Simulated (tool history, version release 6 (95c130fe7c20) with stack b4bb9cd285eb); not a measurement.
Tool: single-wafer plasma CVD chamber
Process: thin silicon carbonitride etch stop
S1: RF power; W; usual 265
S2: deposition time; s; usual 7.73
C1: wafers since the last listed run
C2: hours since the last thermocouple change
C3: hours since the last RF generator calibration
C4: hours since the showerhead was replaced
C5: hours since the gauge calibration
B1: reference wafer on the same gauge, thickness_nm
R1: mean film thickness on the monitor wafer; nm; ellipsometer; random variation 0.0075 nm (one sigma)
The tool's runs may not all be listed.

run 1 hour=0 | S1=265 S2=7.73 | C1=0 C2=1918.8 C3=2455.7 C4=7498.7 C5=161.2 | B1=5.222 | R1=4.998
run 2 hour=6.5 | S1=265 S2=7.73 | C1=253 C2=1925.3 C3=2462.2 C4=7505.2 C5=167.7 | B1=5.222 | R1=4.993
run 3 hour=23.7 | S1=265 S2=7.73 | C1=670 C2=1942.5 C3=2479.4 C4=7522.4 C5=184.9 | B1=5.218 | R1=4.994
run 4 hour=31 | S1=265 S2=7.73 | C1=284 C2=1949.8 C3=2486.7 C4=7529.7 C5=192.2 | B1=5.215 | R1=4.993
run 5 hour=39.9 | S1=265 S2=7.73 | C1=347 C2=1958.7 C3=2495.6 C4=7538.6 C5=201.1 | B1=5.214 | R1=4.97
run 6 hour=52.4 | S1=245 S2=7.73 | C1=487 C2=1971.2 C3=2508.1 C4=7551.1 C5=213.6 | B1=5.208 | R1=4.901
run 7 hour=69.3 | S1=245 S2=7.73 | C1=659 C2=1988.1 C3=2525 C4=7568 C5=230.5 | B1=5.203 | R1=4.912
run 8 hour=81.9 | S1=265 S2=7.73 | C1=491 C2=2000.7 C3=2537.6 C4=7580.6 C5=243.1 | B1=5.199 | R1=4.995
run 9 hour=95 | S1=265 S2=7.73 | C1=511 C2=2013.8 C3=2550.7 C4=7593.7 C5=256.2 | B1=5.196 | R1=4.973
run 10 hour=102.9 | S1=265 S2=7.73 | C1=308 C2=2021.7 C3=2558.6 C4=7601.6 C5=264.1 | B1=5.194 | R1=4.965
-- hour=113.6 showerhead replaced
run 11 hour=119.1 | S1=265 S2=7.73 | C1=319 C2=2037.9 C3=2574.8 C4=5.5 C5=280.3 | B1=5.187 | R1=4.962
-- hour=124.8 gauge calibrated
run 12 hour=160.9 | S1=265 S2=7.73 | C1=1630 C2=2079.7 C3=2616.6 C4=47.3 C5=36.1 | B1=5.244 | R1=5.038
run 13 hour=172.6 | S1=265 S2=7.73 | C1=456 C2=2091.4 C3=2628.3 C4=59 C5=47.8 | B1=5.241 | R1=5.012
run 14 hour=179.6 | S1=265 S2=7.73 | C1=273 C2=2098.4 C3=2635.3 C4=66 C5=54.8 | B1=5.244 | R1=5.029
-- hour=190.3 RF generator calibrated
run 15 hour=190.8 | S1=250 S2=7.34 | C1=124 C2=2109.6 C3=0.5 C4=77.2 C5=66 | B1=5.243 | R1=4.706
run 16 hour=205 | S1=290 S2=7.02 | C1=553 C2=2123.8 C3=14.7 C4=91.4 C5=80.2 | B1=5.242 | R1=4.631
-- hour=237.1 thermocouple changed; heater temperature recalibrated
run 17 hour=237.6 | S1=285 S2=8.34 | C1=959 C2=0.5 C3=47.3 C4=124 C5=112.8 | B1=5.237 | R1=5.484
run 18 hour=242.1 | S1=285 S2=7.73 | C1=175 C2=5 C3=51.8 C4=128.5 C5=117.3 | B1=5.237 | R1=5.085
run 19 hour=257.6 | S1=265 S2=7.73 | C1=604 C2=20.5 C3=67.3 C4=144 C5=132.8 | B1=5.235 | R1=5.009

Run 20 comes next. What will it give?
run 20 hour=271.4 | S1=310 S2=7.22 | C1=538 C2=34.3 C3=81.1 C4=157.8 C5=146.6 | B1=? | R1=?

Run 20 gave B1 5.228, R1 4.839 nm.
Without the tool's hidden state the same run would have given R1 4.848 nm.
